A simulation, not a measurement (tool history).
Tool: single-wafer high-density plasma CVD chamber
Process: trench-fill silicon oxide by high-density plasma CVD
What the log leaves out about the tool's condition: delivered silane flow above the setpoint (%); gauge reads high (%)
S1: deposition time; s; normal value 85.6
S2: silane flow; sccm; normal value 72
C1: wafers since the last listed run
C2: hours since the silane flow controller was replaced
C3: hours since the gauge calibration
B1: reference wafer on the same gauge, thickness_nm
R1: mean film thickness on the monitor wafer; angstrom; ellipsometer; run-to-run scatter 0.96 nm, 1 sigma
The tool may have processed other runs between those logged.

{"run": 1, "hour": 0.0, "S1": 85.6, "S2": 72, "C1": 0, "C2": 2683.2, "C3": 255.8, "B1": 748.979, "R1": 6137.66}
{"hour": 10.8, "done": "gauge calibrated"}
{"run": 2, "hour": 12.1, "S1": 85.6, "S2": 72, "C1": 113, "C2": 2695.3, "C3": 1.3, "B1": 748.778, "R1": 6128.31}
{"run": 3, "hour": 19.3, "S1": 85.6, "S2": 72, "C1": 67, "C2": 2702.5, "C3": 8.5, "B1": 749.123, "R1": 6127.64}
{"run": 4, "hour": 35.9, "S1": 85.6, "S2": 72, "C1": 155, "C2": 2719.1, "C3": 25.1, "B1": 749.041, "R1": 6131.51}
{"run": 5, "hour": 45.7, "S1": 85.6, "S2": 72, "C1": 91, "C2": 2728.9, "C3": 34.9, "B1": 748.965, "R1": 6121.57}
{"run": 6, "hour": 52.5, "S1": 78.5, "S2": 83, "C1": 63, "C2": 2735.7, "C3": 41.7, "B1": 748.751, "R1": 6284.98}
{"run": 7, "hour": 64.4, "S1": 78.5, "S2": 83, "C1": 111, "C2": 2747.6, "C3": 53.6, "B1": 749.193, "R1": 6283.19}
{"run": 8, "hour": 79.3, "S1": 85.6, "S2": 67, "C1": 139, "C2": 2762.5, "C3": 68.5, "B1": 748.783, "R1": 5801.17}
{"run": 9, "hour": 89.6, "S1": 77.9, "S2": 61, "C1": 96, "C2": 2772.8, "C3": 78.8, "B1": 748.745, "R1": 4888.97}
{"run": 10, "hour": 96.6, "S1": 77.9, "S2": 61, "C1": 65, "C2": 2779.8, "C3": 85.8, "B1": 748.963, "R1": 4907.33}
{"run": 11, "hour": 108.2, "S1": 85.6, "S2": 72, "C1": 108, "C2": 2791.4, "C3": 97.4, "B1": 749.158, "R1": 6121.8}
{"run": 12, "hour": 116.1, "S1": 85.6, "S2": 72, "C1": 73, "C2": 2799.3, "C3": 105.3, "B1": 748.77, "R1": 6132.96}
{"run": 13, "hour": 126.4, "S1": 85.6, "S2": 72, "C1": 96, "C2": 2809.6, "C3": 115.6, "B1": 749.424, "R1": 6130.93}
{"run": 14, "hour": 141.5, "S1": 85.6, "S2": 72, "C1": 141, "C2": 2824.7, "C3": 130.7, "B1": 749.259, "R1": 6114.73}
{"run": 15, "hour": 148.8, "S1": 85.6, "S2": 72, "C1": 68, "C2": 2832.0, "C3": 138.0, "B1": 748.833, "R1": 6125.21}
{"run": 16, "hour": 162.3, "S1": 85.6, "S2": 72, "C1": 126, "C2": 2845.5, "C3": 151.5, "B1": 749.238, "R1": 6113.56}
{"run": 17, "hour": 173.1, "S1": 85.6, "S2": 72, "C1": 101, "C2": 2856.3, "C3": 162.3, "B1": 749.274, "R1": 6137.72}
{"run": 18, "hour": 190.4, "S1": 85.6, "S2": 79, "C1": 161, "C2": 2873.6, "C3": 179.6, "B1": 748.91, "R1": 6600.51}
{"hour": 207.0, "done": "silane flow controller replaced"}
{"run": 19, "hour": 207.5, "S1": 85.6, "S2": 72, "C1": 85, "C2": 0.5, "C3": 196.7, "B1": 749.224, "R1": 6406.81}
{"run": 20, "hour": 209.4, "S1": 73.3, "S2": 62, "C1": 17, "C2": 2.4, "C3": 198.6, "B1": 749.175, "R1": 4869.24}
{"run": 21, "hour": 223.3, "S1": 94.9, "S2": 62, "C1": 130, "C2": 16.3, "C3": 212.5, "B1": 749.233, "R1": 6330.79}
{"run": 22, "hour": 237.7, "S1": 71.1, "S2": 83, "C1": 134, "C2": 30.7, "C3": 226.9, "B1": 749.0, "R1": 5954.84}
{"run": 23, "hour": 250.9, "S1": 85.6, "S2": 72, "C1": 123, "C2": 43.9, "C3": 240.1, "B1": 749.141, "R1": 6395.79}
{"run": 24, "hour": 267.7, "S1": 69.8, "S2": 66, "C1": 157, "C2": 60.7, "C3": 256.9, "B1": 749.263, "R1": 4864.06}
{"run": 25, "hour": 283.4, "S1": 78.8, "S2": 81, "C1": 146, "C2": 76.4, "C3": 272.6, "B1": 748.964, "R1": 6451.76}
{"run": 26, "hour": 293.7, "S1": 77.5, "S2": 80, "C1": 96, "C2": 86.7, "C3": 282.9, "B1": 749.076, "R1": 6287.92}
{"hour": 294.7, "done": "gauge calibrated"}
{"run": 27, "hour": 310.6, "S1": 85.6, "S2": 58, "C1": 158, "C2": 103.6, "C3": 15.9, "B1": 749.282, "R1": 5391.1}
{"run": 28, "hour": 328.4, "S1": 80.6, "S2": 76, "C1": 166, "C2": 121.4, "C3": 33.7, "B1": 748.831, "R1": 6268.52}
{"run": 29, "hour": 336.3, "S1": 85.6, "S2": 84, "C1": 73, "C2": 129.3, "C3": 41.6, "B1": 749.408, "R1": 7202.94}
{"run": 30, "hour": 343.6, "S1": 97.4, "S2": 80, "C1": 68, "C2": 136.6, "C3": 48.9, "B1": 749.065, "R1": 7875.8}
{"run": 31, "hour": 355.1, "S1": 85.6, "S2": 77, "C1": 107, "C2": 148.1, "C3": 60.4, "B1": 749.117, "R1": 6702.85}
{"run": 32, "hour": 371.1, "S1": 85.6, "S2": 72, "C1": 149, "C2": 164.1, "C3": 76.4, "B1": 748.793, "R1": 6355.42}
{"run": 33, "hour": 377.3, "S1": 97.4, "S2": 60, "C1": 58, "C2": 170.3, "C3": 82.6, "B1": 749.408, "R1": 6274.56}
{"run": 34, "hour": 392.1, "S1": 80.6, "S2": 76, "C1": 138, "C2": 185.1, "C3": 97.4, "B1": 748.912, "R1": 6249.05}
{"run": 35, "hour": 402.3, "S1": 73.1, "S2": 72, "C1": 95, "C2": 195.3, "C3": 107.6, "B1": 749.186, "R1": 5420.99}

Results per run with the tool's hidden condition removed, run-to-run variation unchanged:
run=1 R1=6407.07
run=2 R1=6397.53
run=3 R1=6396.95
run=4 R1=6401.28
run=5 R1=6391.07
run=6 R1=6561.79
run=7 R1=6560.13
run=8 R1=6057.10
run=9 R1=5104.78
run=10 R1=5124.05
run=11 R1=6392.33
run=12 R1=6404.11
run=13 R1=6402.15
run=14 R1=6385.47
run=15 R1=6396.52
run=16 R1=6384.55
run=17 R1=6409.95
run=18 R1=6893.53
run=19 R1=6391.95
run=20 R1=4858.47
run=21 R1=6321.74
run=22 R1=5951.09
run=23 R1=6396.39
run=24 R1=4868.91
run=25 R1=6463.57
run=26 R1=6302.82
run=27 R1=5408.57
run=28 R1=6294.49
run=29 R1=7235.62
run=30 R1=7914.38
run=31 R1=6739.47
run=32 R1=6395.06
run=33 R1=6315.56
run=34 R1=6294.25
run=35 R1=5462.78

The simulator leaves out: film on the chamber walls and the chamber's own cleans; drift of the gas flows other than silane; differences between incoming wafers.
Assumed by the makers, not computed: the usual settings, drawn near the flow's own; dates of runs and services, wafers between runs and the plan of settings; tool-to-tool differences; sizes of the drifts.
